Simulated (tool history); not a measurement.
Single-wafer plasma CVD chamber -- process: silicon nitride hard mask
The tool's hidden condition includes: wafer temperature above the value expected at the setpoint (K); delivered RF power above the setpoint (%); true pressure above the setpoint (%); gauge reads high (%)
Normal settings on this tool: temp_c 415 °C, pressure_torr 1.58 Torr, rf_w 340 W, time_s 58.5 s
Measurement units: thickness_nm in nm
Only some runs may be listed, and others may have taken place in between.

run	day	temp_c	pressure_torr	rf_w	time_s	wafers since the last listed run	hours since the last thermocouple change	hours since the last RF generator calibration	hours since the last manometer calibration	hours since the showerhead was replaced	hours since the gauge calibration	read-back reference wafer on the same gauge, thickness_nm	thickness_nm
1	0.000	415	1.58	340	58.5	0	1700.5	1533.6	1013.8	4223.5	98.6	64.395	66.720
2	1.450	415	1.58	340	58.5	411	1735.3	1568.4	1048.6	4258.3	133.4	64.412	66.789
3	2.850	415	1.73	365	58.5	397	1768.9	1602.0	1082.2	4291.9	167.0	64.377	70.523
4	4.142	415	1.58	340	58.5	366	1799.9	1633.0	1113.2	4322.9	198.0	64.415	66.821
5	4.971	415	1.58	340	58.5	235	1819.8	1652.9	1133.1	4342.8	217.9	64.365	66.491
6	5.629	415	1.32	340	58.5	187	1835.6	1668.7	1148.9	4358.6	233.7	64.432	64.397
7	7.942	415	1.32	340	58.5	656	1891.1	1724.2	1204.4	4414.1	289.2	64.468	64.455
# day 8.696: capacitance manometer re-zeroed and calibrated
# day 8.912: RF generator calibrated
# day 8.996: showerhead replaced
8	9.321	415	1.32	340	58.5	212	1924.2	9.8	15.0	7.8	322.3	64.374	62.988
# day 10.667: gauge calibrated
9	10.792	415	1.58	340	58.5	417	1959.5	45.1	50.3	43.1	3.0	64.337	65.826
10	11.933	411	1.58	340	58.5	324	1986.9	72.5	77.7	70.5	30.4	64.394	66.111
11	12.821	415	1.58	355	58.5	252	2008.2	93.8	99.0	91.8	51.7	64.356	67.134
12	13.883	415	1.30	300	58.5	301	2033.7	119.3	124.5	117.3	77.2	64.418	58.912
13	15.112	415	1.58	340	58.5	349	2063.2	148.8	154.0	146.8	106.7	64.433	65.952
14	16.554	415	1.58	355	58.5	409	2097.8	183.4	188.6	181.4	141.3	64.372	67.035
# day 17.379: thermocouple changed; heater temperature recalibrated
15	17.775	415	1.92	340	48.6	252	9.5	212.7	217.9	210.7	170.6	64.440	57.263
16	18.562	430	1.58	360	62.3	223	28.4	231.6	236.8	229.6	189.5	64.378	71.577
17	20.104	415	1.58	340	58.5	437	65.4	268.6	273.8	266.6	226.5	64.354	65.696
18	20.971	415	1.58	340	58.5	246	86.2	289.4	294.6	287.4	247.3	64.373	65.742
19	22.317	427	1.47	290	53.9	382	118.5	321.7	326.9	319.7	279.6	64.329	54.876
20	23.400	415	1.88	340	48.7	307	144.5	347.7	352.9	345.7	305.6	64.408	57.015
# day 23.929: gauge calibrated
21	24.488	415	1.27	340	53.1	308	170.6	373.8	379.0	371.8	13.4	64.471	56.845
22	25.362	408	1.29	340	58.5	248	191.6	394.8	400.0	392.8	34.4	64.334	63.166

Predict each of these 3 candidate next runs independently; none follows another, all start after run 22:
A	25.379	415	1.58	300	58.5	4	192.0	395.2	400.4	393.2	34.8	?	?
B	25.379	404	1.58	380	53.0	4	192.0	395.2	400.4	393.2	34.8	?	?
C	25.379	415	1.58	340	55.6	4	192.0	395.2	400.4	393.2	34.8	?	?

run	read-back reference wafer on the same gauge, thickness_nm	thickness_nm
A	64.408	61.652
B	64.408	63.374
C	64.408	62.514
Without the tool's hidden state the same runs would have given:
run	thickness_nm
A	61.297
B	63.009
C	62.154

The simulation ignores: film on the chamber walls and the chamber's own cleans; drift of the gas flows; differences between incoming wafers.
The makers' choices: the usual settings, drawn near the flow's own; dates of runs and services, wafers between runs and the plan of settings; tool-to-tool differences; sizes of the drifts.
